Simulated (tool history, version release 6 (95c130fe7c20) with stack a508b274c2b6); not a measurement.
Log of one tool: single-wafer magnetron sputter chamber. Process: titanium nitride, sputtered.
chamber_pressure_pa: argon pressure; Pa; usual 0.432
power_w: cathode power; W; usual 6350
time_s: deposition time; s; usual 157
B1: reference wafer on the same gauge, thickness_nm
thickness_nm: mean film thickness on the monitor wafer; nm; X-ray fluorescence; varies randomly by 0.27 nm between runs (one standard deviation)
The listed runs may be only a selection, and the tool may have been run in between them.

Run 1, hour 0: usual settings but power_w 7100 W; B1 149.006. Result: thickness_nm 189.729 nm.
Run 2, hour 9.1: usual settings; B1 148.991. Result: thickness_nm 169.716 nm.
Run 3, hour 25.5: usual settings; B1 149.013. Result: thickness_nm 169.864 nm.
Run 4, hour 41: usual settings; B1 148.974. Result: thickness_nm 170.069 nm.
Run 5, hour 48.2: usual settings; B1 148.975. Result: thickness_nm 169.798 nm.
Run 6, hour 94: usual settings but chamber_pressure_pa 0.569 Pa; B1 149.007. Result: thickness_nm 164.703 nm.
Run 7, hour 101.6: usual settings but chamber_pressure_pa 0.569 Pa; B1 148.966. Result: thickness_nm 164.643 nm.
Run 8, hour 111.1: usual settings but time_s 145 s; B1 148.986. Result: thickness_nm 156.851 nm.
Run 9, hour 125.8: usual settings but time_s 145 s; B1 148.966. Result: thickness_nm 156.961 nm.
Run 10, hour 134.2: usual settings but time_s 145 s; B1 149.033. Result: thickness_nm 157.113 nm.
At hour 163.7: gauge calibrated.
Run 11, hour 164.9: usual settings but time_s 137 s; B1 149.01. Result: thickness_nm 148.817 nm.
Run 12, hour 179.2: usual settings but time_s 137 s; B1 149.021. Result: thickness_nm 148.842 nm.
At hour 218.2: magnet pack replaced.
Run 13, hour 218.7: usual settings but power_w 6750 W, time_s 183 s; B1 148.998. Result: thickness_nm 210.903 nm.
Run 14, hour 227.4: usual settings but time_s 145 s; B1 148.973. Result: thickness_nm 157.282 nm.
Run 15, hour 236.9: usual settings but power_w 7700 W, time_s 137 s; B1 148.967. Result: thickness_nm 179.418 nm.
Run 16, hour 248: usual settings but power_w 5900 W, time_s 168 s; B1 149.016. Result: thickness_nm 169.863 nm.
Run 17, hour 260.7: usual settings but power_w 7200 W, time_s 126 s; B1 149.06. Result: thickness_nm 154.867 nm.
Run 18, hour 268.6: usual settings but chamber_pressure_pa 0.489 Pa, power_w 4950 W; B1 149.034. Result: thickness_nm 131.056 nm.
Run 19, hour 278.8: usual settings; B1 148.948. Result: thickness_nm 170.289 nm.
At hour 289.4: sputter target and shields replaced.
Run 20, hour 291.1: usual settings but chamber_pressure_pa 0.572 Pa; B1 149.003. Result: thickness_nm 169.108 nm.
Run 21, hour 301: usual settings but time_s 131 s; B1 149.015. Result: thickness_nm 145.947 nm.
At hour 314.5: capacitance manometer re-zeroed and calibrated.
Run 22, hour 316.7: usual settings; B1 149.03. Result: thickness_nm 170.544 nm.
Run 23, hour 326.9: usual settings but power_w 4950 W, time_s 132 s; B1 149.019. Result: thickness_nm 111.616 nm.
Run 24, hour 337: usual settings but time_s 133 s; B1 149.007. Result: thickness_nm 144.221 nm.
Run 25, hour 348.5: usual settings but chamber_pressure_pa 0.386 Pa; B1 148.969. Result: thickness_nm 172.493 nm.
Run 26, hour 355.7: usual settings; B1 149. Result: thickness_nm 170.088 nm.
Run 27, hour 372: usual settings but power_w 7000 W, time_s 148 s; B1 149.008. Result: thickness_nm 176.445 nm.
Run 28, hour 381.3: usual settings; B1 148.982. Result: thickness_nm 169.477 nm.
Run 29, hour 394.9: usual settings but chamber_pressure_pa 0.587 Pa, power_w 5300 W, time_s 136 s; B1 148.991. Result: thickness_nm 117.48 nm.
Run 30, hour 401.3: usual settings but chamber_pressure_pa 0.353 Pa, power_w 5600 W, time_s 168 s; B1 148.997. Result: thickness_nm 163.697 nm.
Run 31, hour 417.6: usual settings but power_w 5600 W; B1 149.01. Result: thickness_nm 149.114 nm.
Run 32, hour 426.8: usual settings but chamber_pressure_pa 0.535 Pa, power_w 7300 W, time_s 186 s; B1 148.978. Result: thickness_nm 224.053 nm.
Run 33, hour 480.7: usual settings but chamber_pressure_pa 0.49 Pa, power_w 5250 W, time_s 133 s; B1 149.032. Result: thickness_nm 116.547 nm.
Run 34, hour 487.2: usual settings but chamber_pressure_pa 0.549 Pa, power_w 6750 W; B1 148.975. Result: thickness_nm 173.782 nm.
Run 35, hour 497.2: usual settings but chamber_pressure_pa 0.341 Pa, power_w 7700 W, time_s 175 s; B1 149.015. Result: thickness_nm 233.712 nm.
Run 36, hour 513.1: usual settings but chamber_pressure_pa 0.494 Pa, power_w 7850 W, time_s 171 s; B1 148.993. Result: thickness_nm 223.357 nm.

Consider 3 possible next runs. They are alternatives, not a sequence: every one starts from the tool as it was left by run 36. What does each give?
Run A, hour 513.5: usual settings; B1 ?. Result: thickness_nm ?.
Run B, hour 513.5: usual settings but chamber_pressure_pa 0.361 Pa, power_w 5900 W; B1 ?. Result: thickness_nm ?.
Run C, hour 513.5: usual settings but chamber_pressure_pa 0.568 Pa, time_s 167 s; B1 ?. Result: thickness_nm ?.

run       B1  thickness_nm
  A  149.012       168.646
  B  149.012       159.808
  C  149.012       172.824
Take away the tool's hidden state, keep each run's random variation, and the runs would have read:
run  thickness_nm
  A       171.149
  B       162.181
  C       175.385
